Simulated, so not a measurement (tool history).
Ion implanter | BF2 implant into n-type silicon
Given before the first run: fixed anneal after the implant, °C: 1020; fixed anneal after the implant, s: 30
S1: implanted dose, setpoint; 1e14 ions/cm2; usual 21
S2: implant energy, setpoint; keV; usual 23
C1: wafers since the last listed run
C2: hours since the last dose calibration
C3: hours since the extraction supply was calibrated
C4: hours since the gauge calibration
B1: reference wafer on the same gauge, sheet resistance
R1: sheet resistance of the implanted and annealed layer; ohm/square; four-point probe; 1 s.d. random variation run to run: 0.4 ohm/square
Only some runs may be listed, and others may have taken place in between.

run    hour     S1    S2    C1     C2      C3      C4      B1      R1
  1       0  17.39    23     0  607.2   395.8   950.4  114.87  141.94
  2    93.6  17.39    23  1483  700.8   489.4    1044  114.93  142.09
  3   171.5  17.39    23  1234  778.7   567.3  1121.9  115.01   141.1
        254  -- Faraday cup replaced and dose calibrated
  4   415.8     21    17  3746  161.8   811.6  1366.2  115.03  154.01
  5   523.5  16.18    23  1707  269.5   919.3  1473.9  114.98  142.81
  6   614.5  16.98    23  1442  360.5  1010.3  1564.9  114.82  142.84
  7     705     21    23  1434    451  1100.8  1655.4  114.95  138.75
  8   771.6  24.14    23  1055  517.6  1167.4    1722  115.11  137.24
  9   839.7     21  18.5  1079  585.7  1235.5  1790.1  114.78  149.99
 10     918     21  18.5  1241    664  1313.8  1868.4  115.14   149.5
 11   996.8     21  18.5  1249  742.8  1392.6  1947.2  115.03  150.27
     1083.6  -- Faraday cup replaced and dose calibrated
 12  1101.1  23.35  18.5  1526   17.5  1496.9  2051.5  114.85  147.95
 13  1151.9  23.35  18.5   805   68.3  1547.7  2102.3  114.94  147.85
 14    1244  14.81  20.5  1460  160.4  1639.8  2194.4     115   151.3
 15  1340.4     21    23  1528  256.8  1736.2  2290.8  115.12  137.84
 16  1599.6  23.28    15  4109    516  1995.4    2550   114.9  158.08
     1643.8  -- extraction supply calibrated
 17  1701.9     21    23  1494  618.3    58.1  2652.3  114.91  137.54
     1705.4  -- gauge calibrated
 18  1789.8  18.57    23  1393  706.2     146    84.4  114.99  138.65
 19  1880.9   26.2  27.5  1444  797.3   237.1   175.5  115.01  125.23
       1898  -- Faraday cup replaced and dose calibrated
 20  1935.8     21    23   743   37.8     292   230.4  114.92  136.89
 21  1988.6  16.18    23   837   90.6   344.8   283.2  115.15  141.16
 22  2219.8  23.37  29.5  3665  321.8     576   514.4  115.09  122.74
     2267.1  -- extraction supply calibrated, repeated, since the last time left the tool worse
 23  2279.4  17.53  28.5   818  381.4    12.3     574  115.02  131.78
 24  2376.2  25.23    26  1534  478.2   109.1   670.8  115.13  131.09
 25  2454.4  18.38    29  1239  556.4   187.3     749  114.97  129.74
 26    2533  23.83    23  1246    635   265.9   827.6  114.99  138.47
 27  2574.3     21    25   654  676.3   307.2   868.9  114.93  134.48

Branching from run 27: 4 alternative next runs. What would each branch give?
  A  2574.7     21  23   6  676.7  307.6  869.3   ?   ?
  B  2574.7  26.41  23   6  676.7  307.6  869.3   ?   ?
  C  2574.7  23.21  23   6  676.7  307.6  869.3   ?   ?
  D  2574.7  27.09  19   6  676.7  307.6  869.3   ?   ?

run      B1      R1
  A  115.18  139.23
  B  115.18  137.17
  C  115.18  138.19
  D  115.18  146.76
Had the tool no hidden state, the same runs would have come out as:
run      R1
  A  139.14
  B  137.08
  C   138.1
  D  146.67

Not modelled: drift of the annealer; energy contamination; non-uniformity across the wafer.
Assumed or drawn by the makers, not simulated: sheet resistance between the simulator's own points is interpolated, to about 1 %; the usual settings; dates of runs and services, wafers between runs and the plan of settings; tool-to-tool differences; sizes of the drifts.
